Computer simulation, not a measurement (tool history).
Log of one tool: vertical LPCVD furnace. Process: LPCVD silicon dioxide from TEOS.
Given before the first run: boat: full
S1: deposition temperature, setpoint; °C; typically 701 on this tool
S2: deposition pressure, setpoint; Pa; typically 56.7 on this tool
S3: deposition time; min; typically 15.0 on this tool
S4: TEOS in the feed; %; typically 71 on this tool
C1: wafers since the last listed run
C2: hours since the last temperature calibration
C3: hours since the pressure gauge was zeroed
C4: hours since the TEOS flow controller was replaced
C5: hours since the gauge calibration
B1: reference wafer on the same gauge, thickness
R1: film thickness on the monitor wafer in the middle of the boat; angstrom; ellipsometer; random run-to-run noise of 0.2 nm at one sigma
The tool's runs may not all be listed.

run   hour   S1    S2    S3  S4    C1      C2      C3      C4     C5      B1      R1
  1    0.0  701  56.7  15.0  71     0  1980.5  2422.4  5101.7  432.7  145.94  1462.7
  2   14.5  701  56.7  15.0  71   303  1995.0  2436.9  5116.2  447.2  146.02  1468.4
  3   29.0  701  66.7  15.0  71   303  2009.5  2451.4  5130.7  461.7  145.95  1588.0
  4   41.7  701  66.7  15.0  71   265  2022.2  2464.1  5143.4  474.4  145.96  1588.1
  5   52.4  701  56.7  10.5  71   223  2032.9  2474.8  5154.1  485.1  146.02  1023.3
  6  101.1  701  56.7  10.5  71  1018  2081.6  2523.5  5202.8  533.8  146.01  1027.6
  7  113.7  701  56.7  15.0  71   263  2094.2  2536.1  5215.4  546.4  146.02  1464.3
  8  124.0  701  56.7  15.0  71   215  2104.5  2546.4  5225.7  556.7  146.04  1462.3
  9  133.5  701  56.7  15.0  71   198  2114.0  2555.9  5235.2  566.2  146.05  1467.9
 10  150.6  701  56.7  15.0  71   357  2131.1  2573.0  5252.3  583.3  146.05  1465.4
 11  168.3  701  56.7  15.0  71   370  2148.8  2590.7  5270.0  601.0  146.04  1467.8
 12  187.7  692  56.7  15.0  84   405  2168.2  2610.1  5289.4  620.4  145.95  1296.9
 13  196.4  690  65.3  10.0  78   181  2176.9  2618.8  5298.1  629.1  145.93   849.0
 14  208.1  701  56.7  15.0  71   244  2188.6  2630.5  5309.8  640.8  146.11  1470.3
     246.3  -- thermocouples replaced and temperature profile calibrated
     246.5  -- TEOS flow controller replaced
     259.0  -- gauge calibrated
     267.6  -- pressure gauge zeroed
 15  268.1  701  49.3  15.0  71   308    21.8     0.5    21.6    9.1  146.10  1268.8
 16  277.2  701  56.7  10.5  71   190    30.9     9.6    30.7   18.2  145.95   955.2
 17  291.9  701  56.7  15.0  71   307    45.6    24.3    45.4   32.9  146.00  1361.6
 18  317.7  693  56.7  20.0  71   539    71.4    50.1    71.2   58.7  146.02  1511.5
 19  331.2  691  50.7  15.0  64   282    84.9    63.6    84.7   72.2  145.99   971.4
 20  349.2  690  56.7  15.0  82   376   102.9    81.6   102.7   90.2  145.97  1135.6
 21  358.8  692  56.7   9.5  65   200   112.5    91.2   112.3   99.8  145.99   672.8
 22  376.6  696  56.7  15.0  71   372   130.3   109.0   130.1  117.6  146.06  1224.6
 23  383.6  709  48.0  16.5  83   146   137.3   116.0   137.1  124.6  146.04  1811.3
 24  400.7  701  66.7  15.0  71   357   154.4   133.1   154.2  141.7  145.99  1491.7
 25  408.1  711  56.7  19.0  71   154   161.8   140.5   161.6  149.1  145.99  2192.5
 26  417.1  701  65.3  10.0  83   188   170.8   149.5   170.6  158.1  145.97  1066.6
 27  423.4  701  69.3  16.5  71   131   177.1   155.8   176.9  164.4  146.00  1676.0
 28  434.3  701  56.7  10.5  71   228   188.0   166.7   187.8  175.3  145.96   966.9
 29  449.2  701  56.7  19.5  71   311   202.9   181.6   202.7  190.2  146.02  1796.7
 30  464.4  701  51.3  15.0  79   317   218.1   196.8   217.9  205.4  145.99  1391.6

Give the tool's hidden conditions for every run:
true pressure minus gauge reading, mTorr: 0 in every run
deviation of the TEOS flow from its setpoint, %: 0 in every run
gauge reads high (%): 0 in every run
H1: true tube temperature minus thermocouple reading, K
run     H1
  1   3.32
  2   3.33
  3   3.33
  4   3.33
  5   3.34
  6   3.35
  7   3.35
  8   3.35
  9   3.36
 10   3.36
 11   3.36
 12   3.37
 13   3.37
 14   3.37
 15  0.119
 16  0.158
 17   0.22
 18  0.325
 19  0.379
 20  0.449
 21  0.486
 22  0.552
 23  0.578
 24   0.64
 25  0.666
 26  0.697
 27  0.719
 28  0.757
 29  0.807
 30  0.857
